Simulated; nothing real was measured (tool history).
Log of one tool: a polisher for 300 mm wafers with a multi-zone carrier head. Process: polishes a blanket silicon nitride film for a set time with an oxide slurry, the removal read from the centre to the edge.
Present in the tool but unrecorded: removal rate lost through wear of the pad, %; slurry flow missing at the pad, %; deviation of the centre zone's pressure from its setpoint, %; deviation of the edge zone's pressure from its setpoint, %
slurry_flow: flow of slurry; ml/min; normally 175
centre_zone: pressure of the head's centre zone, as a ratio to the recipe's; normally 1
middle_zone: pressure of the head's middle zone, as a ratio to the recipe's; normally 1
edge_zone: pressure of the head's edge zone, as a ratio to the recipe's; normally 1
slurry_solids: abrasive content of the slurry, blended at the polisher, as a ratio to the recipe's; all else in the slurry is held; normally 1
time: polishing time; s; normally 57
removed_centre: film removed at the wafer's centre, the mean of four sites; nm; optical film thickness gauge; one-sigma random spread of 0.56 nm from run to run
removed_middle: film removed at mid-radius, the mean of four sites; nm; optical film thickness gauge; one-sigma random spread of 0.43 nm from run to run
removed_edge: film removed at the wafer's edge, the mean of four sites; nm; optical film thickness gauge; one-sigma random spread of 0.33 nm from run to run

| run | day | slurry_flow | centre_zone | middle_zone | edge_zone | slurry_solids | time | wafers since the last listed run | wafers polished on this pad | hours since the slurry nozzle was cleaned | hours since the centre zone pressure was calibrated | hours since the edge zone pressure was calibrated | hours since the carrier head's membrane was replaced | incoming thickness of the incoming film, nm | removed_centre | removed_middle | removed_edge |
|---|---|---|---|---|---|---|---|---|---|---|---|---|---|---|---|---|---|
| 1 | 0 | 175 | 1 | 0.96 | 1 | 1 | 50 | 0 | 953 | 450.6 | 866 | 465.3 | 1532.7 | 435.6 | 35.7 | 32.8 | 34.2 |
| 2 | 1.788 | 175 | 1 | 0.97 | 1 | 1 | 57 | 452 | 1405 | 493.5 | 908.9 | 508.2 | 1575.6 | 443.3 | 41 | 36.9 | 38.3 |
|  | 2.075 | slurry nozzle cleaned |
|  | 4.842 | worn pad replaced by a new one |
| 3 | 5.883 | 175 | 1 | 0.97 | 1 | 1 | 57 | 983 | 263 | 91.4 | 1007.2 | 606.5 | 1673.9 | 440.7 | 41 | 37.3 | 38.7 |
| 4 | 7.433 | 175 | 1 | 1 | 1 | 0.9 | 57 | 392 | 655 | 128.6 | 1044.4 | 643.7 | 1711.1 | 438.8 | 39.1 | 36.7 | 36.6 |
| 5 | 11.442 | 175 | 1 | 1 | 1 | 0.9 | 57 | 1013 | 1669 | 224.8 | 1140.6 | 739.9 | 1807.3 | 440.3 | 40 | 37.2 | 36.6 |
|  | 13.508 | worn pad replaced by a new one |
| 6 | 14.35 | 175 | 1 | 1 | 1 | 0.9 | 57 | 693 | 212 | 294.6 | 1210.4 | 809.7 | 1877.1 | 447.4 | 40.3 | 37.2 | 37.5 |
|  | 20.817 | slurry nozzle cleaned |
|  | 20.838 | edge zone pressure recalibrated |
|  | 21.754 | worn pad replaced by a new one |
|  | 23.671 | centre zone pressure recalibrated |
| 7 | 24.35 | 175 | 1 | 1 | 1 | 1 | 57 | 2450 | 635 | 84.8 | 16.3 | 84.3 | 2117.1 | 443.9 | 37.7 | 38.3 | 38.7 |
| 8 | 26.425 | 220 | 1 | 1 | 1 | 1 | 57 | 524 | 1160 | 134.6 | 66.1 | 134.1 | 2166.9 | 444 | 38.4 | 39.5 | 39.3 |
|  | 28.396 | carrier head's membrane replaced by a new one |
| 9 | 28.417 | 175 | 1 | 1 | 1 | 0.9 | 57 | 451 | 1611 | 182.4 | 113.9 | 181.9 | 0.5 | 438 | 35.3 | 37.6 | 37.2 |
| 10 | 31.129 | 175 | 1 | 0.91 | 1 | 1.25 | 57 | 686 | 2297 | 247.5 | 179 | 247 | 65.6 | 443.2 | 40.8 | 37.5 | 41.1 |
|  | 31.783 | worn pad replaced by a new one |
| 11 | 34.383 | 175 | 1 | 1 | 1.04 | 1 | 57 | 780 | 657 | 325.6 | 257.1 | 325.1 | 143.7 | 444.3 | 38 | 38.6 | 39 |
| 12 | 38.517 | 145 | 1 | 1 | 1.11 | 1 | 57 | 1045 | 1703 | 424.8 | 356.3 | 424.3 | 242.9 | 432.1 | 36.1 | 37.1 | 38.8 |
|  | 40.108 | worn pad replaced by a new one |
| 13 | 40.754 | 175 | 1 | 1 | 1 | 1 | 57 | 523 | 163 | 478.5 | 410 | 478 | 296.6 | 432.1 | 38.3 | 37.9 | 38.8 |
| 14 | 42.433 | 175 | 1 | 1.1 | 1 | 1 | 57 | 424 | 587 | 518.8 | 450.3 | 518.3 | 336.9 | 443.1 | 37.4 | 42.3 | 38.4 |
|  | 44.542 | slurry nozzle cleaned |
| 15 | 44.942 | 175 | 1 | 1 | 1 | 1 | 76 | 623 | 1211 | 9.6 | 510.5 | 578.5 | 397.1 | 444.8 | 50.4 | 50.7 | 50.6 |

Some steps in removed_centre between neighbouring runs. How much of each would the tool show without its hidden state too (settings, what came in, random variation), and how much is left for the hidden state, with any gauge scatter that isn't in both results?
Run 6 -> 7: slurry_solids 0.9 -> 1, slurry nozzle cleaned, edge zone pressure recalibrated, worn pad replaced by a new one, centre zone pressure recalibrated. removed_centre -2.6 nm: hidden state -4.5, all else +1.9.
Run 14 -> 15: middle_zone 1.1 -> 1, time 57 -> 76, slurry nozzle cleaned. removed_centre +13 nm: hidden state +0.2, all else +12.8.
